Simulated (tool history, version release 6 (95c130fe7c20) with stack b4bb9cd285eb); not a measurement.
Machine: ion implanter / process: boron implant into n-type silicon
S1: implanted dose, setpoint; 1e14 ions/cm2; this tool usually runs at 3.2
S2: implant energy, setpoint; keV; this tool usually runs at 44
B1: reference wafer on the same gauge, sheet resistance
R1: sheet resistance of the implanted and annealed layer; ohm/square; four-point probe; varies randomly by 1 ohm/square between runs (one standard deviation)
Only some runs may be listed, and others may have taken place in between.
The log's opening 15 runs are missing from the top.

Run 16, hour 395.2: usual settings but S1 2.81 1e14 ions/cm2, S2 52 keV; B1 314.97. Result: R1 318.22 ohm/square.
Run 17, hour 419.8: usual settings but S1 3.71 1e14 ions/cm2, S2 52.5 keV; B1 315.48. Result: R1 255.79 ohm/square.
Run 18, hour 448.1: usual settings; B1 315. Result: R1 293.04 ohm/square.
Run 19, hour 466.8: usual settings but S1 3.46 1e14 ions/cm2, S2 33.5 keV; B1 315.11. Result: R1 284.75 ohm/square.
Run 20, hour 482.7: usual settings but S1 3.51 1e14 ions/cm2, S2 38.5 keV; B1 315.21. Result: R1 276.23 ohm/square.
Run 21, hour 508.4: usual settings but S1 2.35 1e14 ions/cm2, S2 48.5 keV; B1 314.94. Result: R1 367.14 ohm/square.
Run 22, hour 541: usual settings but S1 2.66 1e14 ions/cm2, S2 58 keV; B1 315.2. Result: R1 325.87 ohm/square.
At hour 560.3: extraction supply calibrated.
Run 23, hour 566.7: usual settings; B1 315.3. Result: R1 291.89 ohm/square.
Run 24, hour 595.8: usual settings but S2 39 keV; B1 314.42. Result: R1 296.56 ohm/square.
Run 25, hour 622: usual settings but S1 2.32 1e14 ions/cm2, S2 39.5 keV; B1 315.24. Result: R1 379.89 ohm/square.
Run 26, hour 688.6: usual settings but S2 52 keV; B1 315.29. Result: R1 288.56 ohm/square.
At hour 700: Faraday cup replaced and dose calibrated.
Run 27, hour 712.9: usual settings; B1 314.62. Result: R1 294.16 ohm/square.
At hour 740.6: gauge calibrated.
Run 28, hour 776.5: usual settings; B1 314.87. Result: R1 293.02 ohm/square.
Run 29, hour 797.3: usual settings; B1 315.47. Result: R1 292.9 ohm/square.
Run 30, hour 828.7: usual settings but S1 2.4 1e14 ions/cm2, S2 56 keV; B1 314.99. Result: R1 354.96 ohm/square.
Run 31, hour 859.4: usual settings but S1 2.54 1e14 ions/cm2, S2 53.5 keV; B1 314.84. Result: R1 339.95 ohm/square.
Run 32, hour 895.1: usual settings but S1 2.85 1e14 ions/cm2; B1 314.95. Result: R1 323.38 ohm/square.
Run 33, hour 929.8: usual settings but S1 3.51 1e14 ions/cm2, S2 38.5 keV; B1 314.97. Result: R1 274.5 ohm/square.
Run 34, hour 962.1: usual settings but S1 3.65 1e14 ions/cm2, S2 39.5 keV; B1 314.92. Result: R1 268.63 ohm/square.
Run 35, hour 995.9: usual settings but S1 2.4 1e14 ions/cm2, S2 32 keV; B1 315.05. Result: R1 381.07 ohm/square.
Run 36, hour 1024.6: usual settings but S1 2.76 1e14 ions/cm2, S2 30 keV; B1 314.66. Result: R1 343.89 ohm/square.
Run 37, hour 1040.7: usual settings but S1 2.89 1e14 ions/cm2, S2 39 keV; B1 315.31. Result: R1 323.44 ohm/square.
Run 38, hour 1068.9: usual settings but S1 2.93 1e14 ions/cm2, S2 31 keV; B1 315.1. Result: R1 326.77 ohm/square.

3 options for the next run, each taken on its own from the tool as it stands now. Forecast them:
Run A, hour 1069.3: usual settings but S2 37.5 keV; B1 ?. Result: R1 ?.
Run B, hour 1069.3: usual settings but S2 35 keV; B1 ?. Result: R1 ?.
Run C, hour 1069.3: usual settings but S1 2.45 1e14 ions/cm2, S2 50.5 keV; B1 ?. Result: R1 ?.

run      B1      R1
  A  315.62   299.4
  B  315.62  301.63
  C  315.62  354.59
Had the tool no hidden state, the same runs would have come out as:
run      R1
  A   299.4
  B  301.63
  C  354.59
